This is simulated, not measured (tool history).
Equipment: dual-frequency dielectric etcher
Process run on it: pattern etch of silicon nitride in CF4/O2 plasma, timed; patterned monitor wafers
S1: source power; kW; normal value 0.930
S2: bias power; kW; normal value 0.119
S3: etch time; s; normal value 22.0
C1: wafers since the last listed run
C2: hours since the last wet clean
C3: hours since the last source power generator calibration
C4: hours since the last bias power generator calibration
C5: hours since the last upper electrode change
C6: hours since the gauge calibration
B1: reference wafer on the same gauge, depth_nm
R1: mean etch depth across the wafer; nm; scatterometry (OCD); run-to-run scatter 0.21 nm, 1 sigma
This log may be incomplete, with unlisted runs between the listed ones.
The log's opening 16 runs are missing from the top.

Run 17, day 12.129: usual settings but S1 0.720 kW, S3 16.0 s; C1 3; C2 70.8; C3 254.8; C4 70.1; C5 0.8; C6 26.5; B1 69.5. Result: R1 39.6 nm.
Run 18, day 12.188: usual settings but S2 0.139 kW, S3 17.5 s; C1 18; C2 72.2; C3 256.2; C4 71.5; C5 2.2; C6 27.9; B1 69.6. Result: R1 54.7 nm.
At day 13.875: wet clean of the chamber, repeated, since the last time left the tool worse.
Run 19, day 13.896: usual settings but S1 1.020 kW, S2 0.138 kW, S3 20.0 s; C1 222; C2 0.5; C3 297.2; C4 112.5; C5 43.2; C6 68.9; B1 69.5. Result: R1 68.6 nm.
Run 20, day 13.912: usual settings but S1 0.740 kW, S2 0.111 kW, S3 16.0 s; C1 5; C2 0.9; C3 297.6; C4 112.9; C5 43.6; C6 69.3; B1 69.4. Result: R1 40.6 nm.
Run 21, day 14.329: usual settings; C1 130; C2 10.9; C3 307.6; C4 122.9; C5 53.6; C6 79.3; B1 69.4. Result: R1 67.7 nm.
Run 22, day 14.808: usual settings but S1 0.800 kW, S2 0.108 kW; C1 150; C2 22.4; C3 319.1; C4 134.4; C5 65.1; C6 90.8; B1 69.5. Result: R1 58.9 nm.
Run 23, day 15.317: usual settings but S1 0.790 kW, S2 0.103 kW, S3 20.0 s; C1 159; C2 34.6; C3 331.3; C4 146.6; C5 77.3; C6 103.0; B1 69.4. Result: R1 52.4 nm.
Run 24, day 15.950: usual settings but S3 16.5 s; C1 199; C2 49.8; C3 346.5; C4 161.8; C5 92.5; C6 118.2; B1 69.5. Result: R1 51.0 nm.
Run 25, day 16.288: usual settings but S1 0.720 kW, S2 0.129 kW, S3 17.5 s; C1 106; C2 57.9; C3 354.6; C4 169.9; C5 100.6; C6 126.3; B1 69.5. Result: R1 45.8 nm.
Run 26, day 16.662: usual settings; C1 117; C2 66.9; C3 363.6; C4 178.9; C5 109.6; C6 135.3; B1 69.5. Result: R1 68.0 nm.
Run 27, day 17.221: usual settings but S2 0.096 kW, S3 16.5 s; C1 175; C2 80.3; C3 377.0; C4 192.3; C5 123.0; C6 148.7; B1 69.5. Result: R1 48.0 nm.
Run 28, day 17.600: usual settings but S2 0.090 kW; C1 119; C2 89.4; C3 386.1; C4 201.4; C5 132.1; C6 157.8; B1 69.6. Result: R1 63.3 nm.
Run 29, day 18.192: usual settings but S2 0.104 kW; C1 185; C2 103.6; C3 400.3; C4 215.6; C5 146.3; C6 172.0; B1 69.5. Result: R1 65.7 nm.
Run 30, day 18.504: usual settings but S1 0.730 kW, S2 0.102 kW, S3 27.5 s; C1 98; C2 111.1; C3 407.8; C4 223.1; C5 153.8; C6 179.5; B1 69.6. Result: R1 68.3 nm.

What if the next run were any one of these 4? Each begins from the tool's condition after run 30:
Run A, day 18.521: usual settings; C1 5; C2 111.5; C3 408.2; C4 223.5; C5 154.2; C6 179.9; B1 ?. Result: R1 ?.
Run B, day 18.521: usual settings but S1 0.870 kW; C1 5; C2 111.5; C3 408.2; C4 223.5; C5 154.2; C6 179.9; B1 ?. Result: R1 ?.
Run C, day 18.521: usual settings but S1 1.110 kW; C1 5; C2 111.5; C3 408.2; C4 223.5; C5 154.2; C6 179.9; B1 ?. Result: R1 ?.
Run D, day 18.521: usual settings but S1 1.100 kW, S2 0.139 kW, S3 18.5 s; C1 5; C2 111.5; C3 408.2; C4 223.5; C5 154.2; C6 179.9; B1 ?. Result: R1 ?.

run    B1    R1
  A  69.6  67.8
  B  69.6  64.5
  C  69.6  77.6
  D  69.6  67.6
Without the tool's unlogged condition, the same runs would have read:
run    R1
  A  67.5
  B  64.3
  C  77.3
  D  67.3
